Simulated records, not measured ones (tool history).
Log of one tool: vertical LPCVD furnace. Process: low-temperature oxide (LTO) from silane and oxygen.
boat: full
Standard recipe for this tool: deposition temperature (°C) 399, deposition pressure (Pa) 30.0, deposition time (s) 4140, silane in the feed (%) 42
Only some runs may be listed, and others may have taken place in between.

run	hour	deposition temperature (°C)	deposition pressure (Pa)	deposition time (s)	silane in the feed (%)	wafers since the last listed run	hours since the last temperature calibration	hours since the pressure gauge was zeroed	hours since the silane flow controller was replaced	hours since the gauge calibration	read-back reference wafer on the same gauge, thickness	film thickness on the monitor wafer in the middle of the boat (angstrom)
1	0.0	399	30.0	4140	44	0	2928.4	3878.2	4432.6	388.9	740.06	6822.1
2	7.4	406	34.0	4140	42	143	2935.8	3885.6	4440.0	396.3	740.09	7955.4
3	13.5	406	34.0	4140	42	118	2941.9	3891.7	4446.1	402.4	739.99	7957.0
# hour 78.2: pressure gauge zeroed
4	78.7	399	30.0	4140	42	797	3007.1	0.5	4511.3	467.6	740.14	6801.8
5	83.0	399	30.0	4560	42	83	3011.4	4.8	4515.6	471.9	739.68	7471.3
6	87.3	399	30.0	4560	42	83	3015.7	9.1	4519.9	476.2	739.83	7473.9
7	91.6	399	30.0	4560	42	83	3020.0	13.4	4524.2	480.5	739.85	7492.9
8	103.1	391	30.0	4140	42	222	3031.5	24.9	4535.7	492.0	740.15	6228.3
9	109.5	403	30.0	4140	42	123	3037.9	31.3	4542.1	498.4	739.68	7094.6
10	124.0	403	30.0	4140	42	280	3052.4	45.8	4556.6	512.9	739.63	7089.3
# hour 139.0: gauge calibrated
# hour 163.9: thermocouples replaced and temperature profile calibrated
# hour 187.6: silane flow controller replaced
11	188.1	399	30.0	4140	42	317	24.2	109.9	0.5	49.1	739.69	6470.9
12	192.4	399	30.0	4140	42	83	28.5	114.2	4.8	53.4	740.28	6457.7
13	196.7	399	28.0	4140	42	83	32.8	118.5	9.1	57.7	739.76	6049.9
14	201.0	399	30.0	4140	42	83	37.1	122.8	13.4	62.0	739.78	6463.0
15	205.3	388	26.0	3690	46	83	41.4	127.1	17.7	66.3	739.86	4892.2
16	209.5	409	30.0	3330	42	81	45.6	131.3	21.9	70.5	739.83	5793.7
17	213.8	403	30.0	4140	42	83	49.9	135.6	26.2	74.8	739.74	6770.7
18	218.1	399	30.0	4140	50	83	54.2	139.9	30.5	79.1	739.70	7705.2
19	232.9	399	30.0	4560	42	286	69.0	154.7	45.3	93.9	739.61	7162.8
20	243.6	404	30.0	4140	35	207	79.7	165.4	56.0	104.6	740.08	5478.8
21	258.2	399	30.0	4140	42	282	94.3	180.0	70.6	119.2	740.35	6477.5
22	267.0	399	30.0	4140	42	170	103.1	188.8	79.4	128.0	739.81	6475.1
23	279.0	399	30.0	4560	42	232	115.1	200.8	91.4	140.0	740.03	7139.4
24	285.3	399	32.7	4140	42	121	121.4	207.1	97.7	146.3	740.00	7069.1
25	297.2	399	26.0	4140	42	230	133.3	219.0	109.6	158.2	740.43	5645.0
26	314.8	399	30.0	4140	39	340	150.9	236.6	127.2	175.8	740.00	5959.5
27	321.8	402	26.7	4140	42	135	157.9	243.6	134.2	182.8	740.01	5963.8
28	339.5	399	30.0	4140	48	342	175.6	261.3	151.9	200.5	740.13	7443.3
29	356.1	405	30.0	5370	42	321	192.2	277.9	168.5	217.1	740.58	9002.0
30	372.7	394	28.0	4140	35	321	208.8	294.5	185.1	233.7	740.08	4567.2
31	425.9	399	30.0	4140	42	1029	262.0	347.7	238.3	286.9	740.24	6500.3
32	440.5	399	26.7	4140	42	282	276.6	362.3	252.9	301.5	740.22	5797.5

Branching from run 32: 3 alternative next runs. What would each branch give?
A	444.9	399	30.0	4830	42	85	281.0	366.7	257.3	305.9	?	?
B	444.9	393	26.7	5490	45	85	281.0	366.7	257.3	305.9	?	?
C	444.9	399	24.7	5070	37	85	281.0	366.7	257.3	305.9	?	?

run	read-back reference wafer on the same gauge, thickness	film thickness on the monitor wafer in the middle of the boat (angstrom)
A	740.23	7589.7
B	740.23	7741.7
C	740.23	5619.2
Without the tool's unlogged condition, the same runs would have read:
run	film thickness on the monitor wafer in the middle of the boat (angstrom)
A	7499.5
B	7652.1
C	5552.3
